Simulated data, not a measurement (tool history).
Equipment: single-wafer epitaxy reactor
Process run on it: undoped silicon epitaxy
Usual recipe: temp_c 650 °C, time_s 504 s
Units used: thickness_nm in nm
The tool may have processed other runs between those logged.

run    hour  temp_c  time_s  wafers since the last listed run  hours since the last pyrometer calibration  hours since the gauge calibration  read-back reference wafer on the same gauge, thickness_nm  thickness_nm
  1       0     650     464                                 0                                         299                                529                                                     85.793        74.102
  2      70     650     504                               215                                         369                                599                                                     85.771        81.097
  3   111.7     650     504                               128                                       410.7                              640.7                                                     85.684        81.447
  4   162.4     650     526                               156                                       461.4                              691.4                                                     85.804        84.979
  5   207.6     650     526                               139                                       506.6                              736.6                                                     85.758        84.987
  6   243.4     650     526                               110                                       542.4                              772.4                                                     85.726        86.316
  7   296.8     650     504                               164                                       595.8                              825.8                                                     86.065        82.251
  8   362.9     650     504                               203                                       661.9                              891.9                                                      85.64        82.012
  9   421.4     650     504                               180                                       720.4                              950.4                                                     85.686        81.444
 10   474.3     650     504                               162                                       773.3                             1003.3                                                     85.733        82.284
 11   513.4     650     504                               120                                       812.4                             1042.4                                                     85.872        82.431
 12   550.6     659     504                               114                                       849.6                             1079.6                                                     85.972       102.729
      662.6  -- pyrometer calibrated
 13   684.7     650     504                               388                                        22.1                             1213.7                                                     85.851          80.5
 14   742.4     650     504                               177                                        79.8                             1271.4                                                     85.724         80.67
 15   786.2     650     476                               134                                       123.6                             1315.2                                                     85.669        76.598
 16   844.1     650     477                               178                                       181.5                             1373.1                                                     85.608        76.816
 17   873.9     650     477                                91                                       211.3                             1402.9                                                      85.87        77.404
 18   925.9     661     504                               160                                       263.3                             1454.9                                                     85.747       106.129
 19   970.9     661     504                               138                                       308.3                             1499.9                                                     85.746       106.734
 20  1025.6     661     504                               168                                         363                             1554.6                                                     85.996        105.92
 21  1086.4     650     504                               187                                       423.8                             1615.4                                                     85.846        81.853
 22    1113     661     504                                81                                       450.4                               1642                                                     85.955       107.233
 23  1160.3     650     504                               145                                       497.7                             1689.3                                                     85.637        82.094
     1213.1  -- gauge calibrated
 24  1230.8     650     504                               217                                       568.2                               17.7                                                     85.622        81.517
 25  1284.5     650     595                               165                                       621.9                               71.4                                                      85.67        97.505
 26  1347.5     650     504                               193                                       684.9                              134.4                                                     85.683        81.794
 27  1403.5     645     417                               172                                       740.9                              190.4                                                     85.883        60.356
 28  1458.2     644     591                               168                                       795.6                              245.1                                                     85.863         83.64
 29  1520.6     650     425                               192                                         858                              307.5                                                      85.77        69.355
 30  1569.6     639     457                               150                                         907                              356.5                                                     85.782         57.16
 31  1598.1     650     598                                87                                       935.5                                385                                                     85.848        99.252
     1630.8  -- pyrometer calibrated
 32  1637.9     637     591                                97                                         7.1                              424.8                                                     85.904        68.556
 33  1696.6     639     430                               180                                        65.8                              483.5                                                     85.738        52.648
 34    1751     655     581                               167                                       120.2                              537.9                                                     85.917       105.945
 35  1789.1     661     603                               117                                       158.3                                576                                                     85.592       125.871
 36  1839.7     654     603                               155                                       208.9                              626.6                                                     85.824       107.313
 37  1872.7     657     544                               101                                       241.9                              659.6                                                     85.978       104.249
 38  1904.6     635     548                                98                                       273.8                              691.5                                                     85.771        60.562
 39  1929.4     650     604                                76                                       298.6                              716.3                                                     85.811        97.556
 40  1981.8     664     562                               161                                         351                              768.7                                                     85.821        127.91
 41  2039.1     660     586                               176                                       408.3                                826                                                     85.877       121.663
 42    2098     662     542                               181                                       467.2                              884.9                                                     85.847       117.983
 43    2164     650     475                               203                                       533.2                              950.9                                                     85.745        77.818

The tool's hidden state at each run:
gauge reads high (%): 0 across all the runs
H1: wafer temperature above the value expected at the setpoint (K)
run       H1
  1    0.107
  2    0.189
  3    0.237
  4    0.296
  5    0.349
  6     0.39
  7    0.452
  8    0.529
  9    0.597
 10    0.659
 11    0.704
 12    0.747
 13    -0.15
 14  -0.0833
 15  -0.0324
 16    0.035
 17   0.0696
 18     0.13
 19    0.182
 20    0.246
 21    0.317
 22    0.348
 23    0.403
 24    0.485
 25    0.547
 26     0.62
 27    0.686
 28    0.749
 29    0.822
 30    0.879
 31    0.912
 32  -0.0299
 33   0.0383
 34    0.102
 35    0.146
 36    0.205
 37    0.243
 38     0.28
 39    0.309
 40     0.37
 41    0.437
 42    0.505
 43    0.582

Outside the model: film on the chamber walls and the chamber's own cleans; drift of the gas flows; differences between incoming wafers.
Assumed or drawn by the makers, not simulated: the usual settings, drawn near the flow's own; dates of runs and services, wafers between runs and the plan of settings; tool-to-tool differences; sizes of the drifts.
